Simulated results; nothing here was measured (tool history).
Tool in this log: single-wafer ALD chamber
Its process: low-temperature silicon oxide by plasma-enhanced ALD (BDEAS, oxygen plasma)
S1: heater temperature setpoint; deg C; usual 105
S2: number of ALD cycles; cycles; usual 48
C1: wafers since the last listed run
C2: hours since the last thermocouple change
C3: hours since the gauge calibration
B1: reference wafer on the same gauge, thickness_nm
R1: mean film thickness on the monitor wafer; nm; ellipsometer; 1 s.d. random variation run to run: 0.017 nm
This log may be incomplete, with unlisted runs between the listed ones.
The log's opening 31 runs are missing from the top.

run 32 hour=833.1 | S1=112 S2=44 | C1=152 C2=117.9 C3=222 | B1=8.084 | R1=6.094
run 33 hour=858.5 | S1=105 S2=57 | C1=151 C2=143.3 C3=247.4 | B1=8.082 | R1=8.034
run 34 hour=881.9 | S1=105 S2=48 | C1=139 C2=166.7 C3=270.8 | B1=8.071 | R1=6.748
run 35 hour=894.5 | S1=95 S2=43 | C1=74 C2=179.3 C3=283.4 | B1=8.084 | R1=6.232
run 36 hour=920.6 | S1=117 S2=41 | C1=155 C2=205.4 C3=309.5 | B1=8.087 | R1=5.628
run 37 hour=937.2 | S1=115 S2=41 | C1=98 C2=222 C3=326.1 | B1=8.079 | R1=5.658
run 38 hour=958.8 | S1=105 S2=54 | C1=128 C2=243.6 C3=347.7 | B1=8.075 | R1=7.585
run 39 hour=973.3 | S1=105 S2=48 | C1=86 C2=258.1 C3=362.2 | B1=8.082 | R1=6.754
run 40 hour=992 | S1=105 S2=42 | C1=111 C2=276.8 C3=380.9 | B1=8.074 | R1=5.883
run 41 hour=1016.3 | S1=110 S2=54 | C1=144 C2=301.1 C3=405.2 | B1=8.081 | R1=7.505

Alternative continuations, all from the tool just after run 41; predict every row:
run A hour=1016.8 | S1=105 S2=48 | C1=2 C2=301.6 C3=405.7 | B1=? | R1=?
run B hour=1016.8 | S1=96 S2=43 | C1=2 C2=301.6 C3=405.7 | B1=? | R1=?
run C hour=1016.8 | S1=90 S2=48 | C1=2 C2=301.6 C3=405.7 | B1=? | R1=?
run D hour=1016.8 | S1=113 S2=51 | C1=2 C2=301.6 C3=405.7 | B1=? | R1=?
run E hour=1016.8 | S1=98 S2=48 | C1=2 C2=301.6 C3=405.7 | B1=? | R1=?

run=A B1=8.088 R1=6.734
run=B B1=8.088 R1=6.18
run=C B1=8.088 R1=7.053
run=D B1=8.088 R1=7.045
run=E B1=8.088 R1=6.847
Without the tool's hidden state the same runs would have given:
run=A R1=6.74
run=B R1=6.191
run=C R1=7.066
run=D R1=7.052
run=E R1=6.859
